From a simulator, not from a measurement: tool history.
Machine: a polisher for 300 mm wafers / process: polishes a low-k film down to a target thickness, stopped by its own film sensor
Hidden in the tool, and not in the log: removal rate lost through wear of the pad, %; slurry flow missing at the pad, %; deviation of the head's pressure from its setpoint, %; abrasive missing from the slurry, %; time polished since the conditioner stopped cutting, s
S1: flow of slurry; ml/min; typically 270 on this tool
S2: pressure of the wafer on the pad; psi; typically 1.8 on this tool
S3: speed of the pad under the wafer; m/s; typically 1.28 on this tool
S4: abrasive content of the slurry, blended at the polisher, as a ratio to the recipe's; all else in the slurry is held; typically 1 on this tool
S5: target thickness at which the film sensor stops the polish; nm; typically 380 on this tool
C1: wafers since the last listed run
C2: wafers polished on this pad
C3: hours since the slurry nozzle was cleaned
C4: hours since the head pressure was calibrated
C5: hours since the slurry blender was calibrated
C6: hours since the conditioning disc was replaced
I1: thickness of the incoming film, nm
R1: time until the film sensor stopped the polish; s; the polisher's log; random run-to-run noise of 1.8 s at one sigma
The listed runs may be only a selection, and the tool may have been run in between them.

| run | day | S1 | S2 | S3 | S4 | S5 | C1 | C2 | C3 | C4 | C5 | C6 | I1 | R1 |
|---|---|---|---|---|---|---|---|---|---|---|---|---|---|---|
| 1 | 0 | 270 | 1.5 | 1.06 | 1 | 380 | 0 | 2627 | 709.4 | 328.1 | 43.1 | 132 | 428 | 127.7 |
| 2 | 1.538 | 185 | 1.6 | 1.04 | 1.1 | 380 | 268 | 2896 | 746.3 | 365 | 80 | 168.9 | 425.2 | 115.6 |
| 3 | 3.317 | 270 | 1.8 | 1.7 | 1.1 | 373 | 311 | 3207 | 789 | 407.7 | 122.7 | 211.6 | 428.7 | 82.9 |
|  | 4.583 | slurry nozzle cleaned |
| 4 | 4.858 | 270 | 1.8 | 1.14 | 1 | 389 | 262 | 3469 | 6.6 | 444.7 | 159.7 | 248.6 | 431.8 | 90.3 |
| 5 | 7.738 | 270 | 1.8 | 1.28 | 1 | 363 | 503 | 3973 | 75.7 | 513.8 | 228.8 | 317.7 | 431.6 | 133.8 |
| 6 | 10.238 | 270 | 1.8 | 1.28 | 1 | 380 | 437 | 4410 | 135.7 | 573.8 | 288.8 | 377.7 | 431 | 103.4 |
| 7 | 13.454 | 270 | 2.4 | 1.28 | 1 | 367 | 562 | 4973 | 212.9 | 651 | 366 | 454.9 | 439 | 104.4 |
|  | 17.117 | worn pad replaced by a new one |
| 8 | 17.683 | 270 | 1.8 | 1.28 | 1 | 380 | 710 | 99 | 314.4 | 752.5 | 467.5 | 556.4 | 432.4 | 94.6 |
| 9 | 19.183 | 270 | 1.8 | 1.28 | 1 | 380 | 262 | 361 | 350.4 | 788.5 | 503.5 | 592.4 | 424.1 | 83.6 |
|  | 21.938 | conditioning disc replaced and pad reconditioned |
| 10 | 23.258 | 270 | 1.8 | 1.28 | 1 | 380 | 698 | 1059 | 448.2 | 886.3 | 601.3 | 31.7 | 430.2 | 94.5 |
| 11 | 27.412 | 270 | 1.2 | 1.28 | 0.85 | 380 | 726 | 1785 | 547.9 | 986 | 701 | 131.4 | 426.4 | 142.9 |
| 12 | 30.738 | 270 | 1.8 | 1.28 | 1.15 | 380 | 581 | 2367 | 627.7 | 1065.8 | 780.8 | 211.2 | 433.2 | 89.4 |
|  | 33.058 | slurry blender recalibrated |
| 13 | 35.088 | 270 | 1.4 | 1 | 0.7 | 380 | 746 | 3113 | 732.1 | 1170.2 | 48.7 | 315.6 | 430.2 | 175.7 |
| 14 | 37.65 | 270 | 2.4 | 0.94 | 1 | 380 | 448 | 3561 | 793.6 | 1231.7 | 110.2 | 377.1 | 432.3 | 95.5 |
|  | 38.396 | slurry nozzle cleaned |
|  | 39.771 | head pressure recalibrated |
| 15 | 40.925 | 270 | 1.8 | 1.4 | 0.9 | 390 | 550 | 4112 | 60.7 | 27.7 | 188.8 | 455.7 | 431.6 | 75.5 |
| 16 | 43.108 | 270 | 1.5 | 1.66 | 1 | 375 | 381 | 4494 | 113.1 | 80.1 | 241.2 | 508.1 | 431.7 | 102 |
|  | 44.671 | worn pad replaced by a new one |
| 17 | 44.8 | 270 | 1.8 | 1.28 | 1 | 380 | 266 | 22 | 153.7 | 120.7 | 281.8 | 548.7 | 429.7 | 87.9 |
| 18 | 48.254 | 225 | 1.8 | 1.1 | 0.75 | 390 | 604 | 626 | 236.6 | 203.6 | 364.7 | 631.6 | 429.3 | 95.9 |
| 19 | 50.471 | 240 | 1.8 | 1.28 | 1.15 | 380 | 387 | 1014 | 289.8 | 256.8 | 417.9 | 684.8 | 431.6 | 90.4 |
|  | 51.242 | conditioning disc replaced and pad reconditioned |
| 20 | 54.062 | 360 | 1.8 | 1.28 | 1 | 373 | 613 | 1628 | 376 | 343 | 504.1 | 67.7 | 431 | 102.8 |
| 21 | 57.529 | 270 | 1.8 | 0.92 | 1 | 373 | 606 | 2234 | 459.2 | 426.2 | 587.3 | 150.9 | 434.4 | 148.2 |
| 22 | 61.012 | 270 | 1.8 | 1.14 | 1 | 389 | 609 | 2843 | 542.8 | 509.8 | 670.9 | 234.5 | 432.6 | 88.8 |
|  | 62.692 | slurry blender recalibrated |
| 23 | 63.896 | 270 | 1.8 | 1.7 | 1 | 380 | 489 | 3333 | 612 | 579 | 28.9 | 303.7 | 428.6 | 74 |
|  | 73.417 | worn pad replaced by a new one |
|  | 73.538 | slurry nozzle cleaned |
| 24 | 73.929 | 300 | 1.8 | 1.28 | 1 | 387 | 1718 | 82 | 9.4 | 819.8 | 269.7 | 544.5 | 431.7 | 80.6 |
| 25 | 76.017 | 270 | 1.8 | 1.14 | 1 | 380 | 365 | 447 | 59.5 | 869.9 | 319.8 | 594.6 | 436.2 | 109.3 |

Across each entry between runs, compare the hidden state at the last listed run before it with the hidden state at the first listed run after it:
Run 3 -> run 4: slurry nozzle cleaned (day 4.583)
  removal rate lost through wear of the pad, %: 3.33 -> 3.76
  measured result minus the result with no hidden state, R1: +2.8 -> +3.4 s
Run 7 -> run 8: worn pad replaced by a new one (day 17.117)
  removal rate lost through wear of the pad, %: 6.82 -> 0.126
  measured result minus the result with no hidden state, R1: +7.1 -> +0.1 s
Run 9 -> run 10: conditioning disc replaced and pad reconditioned (day 21.938)
  removal rate lost through wear of the pad, %: 0.154 -> 0.398
  measured result minus the result with no hidden state, R1: +0.1 -> +0.4 s
Run 12 -> run 13: slurry blender recalibrated (day 33.058)
  removal rate lost through wear of the pad, %: 1.47 -> 2.47
  measured result minus the result with no hidden state, R1: +1.3 -> +4.4 s
Run 14 -> run 15: slurry nozzle cleaned (day 38.396); head pressure recalibrated (day 39.771)
  removal rate lost through wear of the pad, %: 3.19 -> 4.25
  measured result minus the result with no hidden state, R1: +3.1 -> +3.2 s
Run 16 -> run 17: worn pad replaced by a new one (day 44.671)
  removal rate lost through wear of the pad, %: 5.04 -> 0.0214
  measured result minus the result with no hidden state, R1: +5.2 -> +0 s
Run 19 -> run 20: conditioning disc replaced and pad reconditioned (day 51.242)
  removal rate lost through wear of the pad, %: 0.266 -> 0.663
  measured result minus the result with no hidden state, R1: +0.3 -> +0.7 s
Run 22 -> run 23: slurry blender recalibrated (day 62.692)
  removal rate lost through wear of the pad, %: 1.96 -> 2.71
  measured result minus the result with no hidden state, R1: +1.8 -> +2 s
Run 23 -> run 24: worn pad replaced by a new one (day 73.417); slurry nozzle cleaned (day 73.538)
  removal rate lost through wear of the pad, %: 2.71 -> 0.531
  measured result minus the result with no hidden state, R1: +2 -> +0.4 s
